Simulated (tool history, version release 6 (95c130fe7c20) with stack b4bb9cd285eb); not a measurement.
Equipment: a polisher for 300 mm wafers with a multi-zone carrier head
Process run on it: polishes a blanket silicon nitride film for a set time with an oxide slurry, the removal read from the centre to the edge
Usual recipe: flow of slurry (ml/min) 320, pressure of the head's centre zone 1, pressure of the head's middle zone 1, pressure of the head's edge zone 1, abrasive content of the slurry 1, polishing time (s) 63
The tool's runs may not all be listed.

run    hour  flow of slurry (ml/min)  pressure of the head's centre zone  pressure of the head's middle zone  pressure of the head's edge zone  abrasive content of the slurry  polishing time (s)  incoming thickness of the incoming film, nm  film removed at the wafer's centre (Å)  film removed at mid-radius (Å)  film removed at the wafer's edge (Å)
  1       0                      320                                   1                                   1                                 1                               1                  63                                        440.7                                     324                             318                                   314
       13.7  -- worn pad replaced by a new one
       46.7  -- slurry nozzle cleaned
  2    61.6                      320                                   1                                   1                                 1                               1                  63                                        436.9                                     364                             356                                   352
  3     127                      320                                   1                                   1                                 1                               1                  63                                        447.7                                     361                             352                                   350
  4   190.4                      320                                   1                                   1                              0.95                               1                  55                                        445.3                                     311                             303                                   296
  5     246                      320                                   1                                   1                                 1                               1                  63                                        439.4                                     352                             338                                   337
  6   281.7                      320                                   1                                 1.1                                 1                             1.1                  63                                        438.4                                     363                             371                                   349
      322.3  -- edge zone pressure recalibrated
      335.3  -- carrier head's membrane replaced by a new one
  7   349.6                      320                                   1                                   1                              1.04                               1                  63                                        437.7                                     337                             321                                   330
  8   413.8                      320                                   1                                1.09                                 1                               1                  63                                        432.2                                     315                             317                                   308
      425.9  -- worn pad replaced by a new one
  9     479                      320                                1.05                                0.97                              0.94                               1                  63                                        435.8                                     396                             343                                   346
      514.3  -- centre zone pressure recalibrated
 10   518.2                      320                                   1                                   1                                 1                            1.15                  63                                        434.2                                     398                             378                                   376
      624.6  -- slurry nozzle cleaned
 11   668.8                      265                                1.07                                   1                              0.96                             1.1                  63                                        441.2                                     388                             346                                   342
 12   708.2                      380                                   1                                1.11                                 1                               1                  79                                        442.4                                     438                             447                                   420
      760.9  -- worn pad replaced by a new one
 13   771.4                      320                                   1                                   1                                 1                             1.2                  63                                        442.1                                     407                             391                                   390
 14   827.1                      320                                   1                                   1                                 1                             1.3                  63                                          433                                     422                             399                                   400
      839.8  -- carrier head's membrane replaced by a new one
 15   895.6                      320                                   1                                 0.9                                 1                               1                  63                                        436.8                                     370                             340                                   353
 16     946                      320                                1.09                                   1                              0.93                               1                  63                                        443.4                                     393                             349                                   335
 17  1005.8                      400                                   1                                1.07                              1.11                            1.25                  63                                        444.9                                     398                             402                                   406
 18  1037.1                      245                                1.09                                   1                                 1                             1.3                  77                                        441.9                                     503                             441                                   451
 19  1078.8                      245                                1.09                                   1                                 1                             1.3                  77                                        435.7                                     502                             438                                   444
     1107.5  -- worn pad replaced by a new one
 20  1122.4                      320                                   1                                1.09                                 1                               1                  63                                        442.1                                     370                             366                                   358

Branching from run 20: 5 alternative next runs. What would each branch give?
  A  1122.8                      320                                   1                                   1                                 1                               1                  63                                        443.5                                       ?                               ?                                     ?
  B  1122.8                      365                                   1                                   1                                 1                               1                  63                                        443.5                                       ?                               ?                                     ?
  C  1122.8                      260                                   1                                   1                                 1                               1                  46                                        443.5                                       ?                               ?                                     ?
  D  1122.8                      320                                1.05                                   1                                 1                               1                  63                                        443.5                                       ?                               ?                                     ?
  E  1122.8                      320                                   1                                0.94                                 1                               1                  63                                        443.5                                       ?                               ?                                     ?

run  film removed at the wafer's centre (Å)  film removed at mid-radius (Å)  film removed at the wafer's edge (Å)
  A                                     377                             360                                   357
  B                                     382                             364                                   361
  C                                     269                             257                                   257
  D                                     396                             360                                   357
  E                                     377                             350                                   358
What these runs would have given with no unlogged condition in the tool:
run  film removed at the wafer's centre (Å)  film removed at mid-radius (Å)  film removed at the wafer's edge (Å)
  A                                     381                             364                                   362
  B                                     386                             368                                   365
  C                                     272                             260                                   260
  D                                     401                             364                                   362
  E                                     381                             354                                   362
